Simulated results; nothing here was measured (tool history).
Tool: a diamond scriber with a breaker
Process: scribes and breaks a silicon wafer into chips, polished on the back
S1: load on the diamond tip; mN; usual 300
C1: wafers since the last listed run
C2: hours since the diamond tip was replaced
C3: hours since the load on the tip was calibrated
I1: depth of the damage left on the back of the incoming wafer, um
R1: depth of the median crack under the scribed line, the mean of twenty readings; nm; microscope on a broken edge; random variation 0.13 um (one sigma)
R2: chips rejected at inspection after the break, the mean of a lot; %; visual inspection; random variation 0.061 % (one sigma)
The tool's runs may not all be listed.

run,hour,S1,C1,C2,C3,I1,R1,R2
1,0.0,300,0,406.1,75.4,0.04,8710,0.76
2,85.5,300,162,491.6,160.9,0.05,8620,0.89
3,139.9,300,103,546.0,215.3,0.05,8530,0.79
4,178.2,268,72,584.3,253.6,0.05,7800,1.57
5,249.8,268,136,655.9,325.2,0.03,7760,1.54
6,281.4,268,60,687.5,356.8,0.03,7740,1.45
7,352.8,300,135,758.9,428.2,0.02,8980,0.86
8,394.3,300,78,800.4,469.7,0.03,8860,1.13
9,422.1,300,52,828.2,497.5,0.01,8720,1.03
10,493.1,300,135,899.2,568.5,0.04,8900,1.03
# hour 495.9: diamond tip replaced by a new one
11,563.4,300,129,67.5,638.8,0.02,8870,1.28
12,634.2,262,134,138.3,709.6,0.03,8120,0.95
# hour 668.8: load on the tip recalibrated
13,697.8,259,117,201.9,29.0,0.01,7900,2.25
14,744.0,350,87,248.1,75.2,0.04,9660,2.38
15,769.9,253,49,274.0,101.1,0.04,7680,2.82
16,812.1,378,80,316.2,143.3,0.04,10380,4.72
17,864.5,389,99,368.6,195.7,0.02,10420,5.51
18,920.3,233,106,424.4,251.5,0.03,7190,5.28
19,968.7,344,92,472.8,299.9,0.03,9630,2.46
20,995.3,339,50,499.4,326.5,0.05,9810,2.01
21,1039.4,300,83,543.5,370.6,0.03,8630,0.79
22,1074.0,300,65,578.1,405.2,0.02,9050,0.93
23,1142.6,300,130,646.7,473.8,0.04,8760,1.09
24,1200.5,246,110,704.6,531.7,0.04,7660,2.27

5 ways to go on from here, each from the tool as it stands after run 24. What would each give?
A,1201.2,300,1,705.3,532.4,0.02,?,?
B,1201.2,323,1,705.3,532.4,0.02,?,?
C,1201.2,265,1,705.3,532.4,0.02,?,?
D,1201.2,218,1,705.3,532.4,0.02,?,?
E,1201.2,372,1,705.3,532.4,0.02,?,?

run,R1,R2
A,8970,1.00
B,9480,1.90
C,8170,1.09
D,7030,5.39
E,10510,5.41
Without the tool's hidden state the same runs would have given:
run,R1,R2
A,8590,0.79
B,9080,1.14
C,7830,1.80
D,6730,7.48
E,10070,3.68
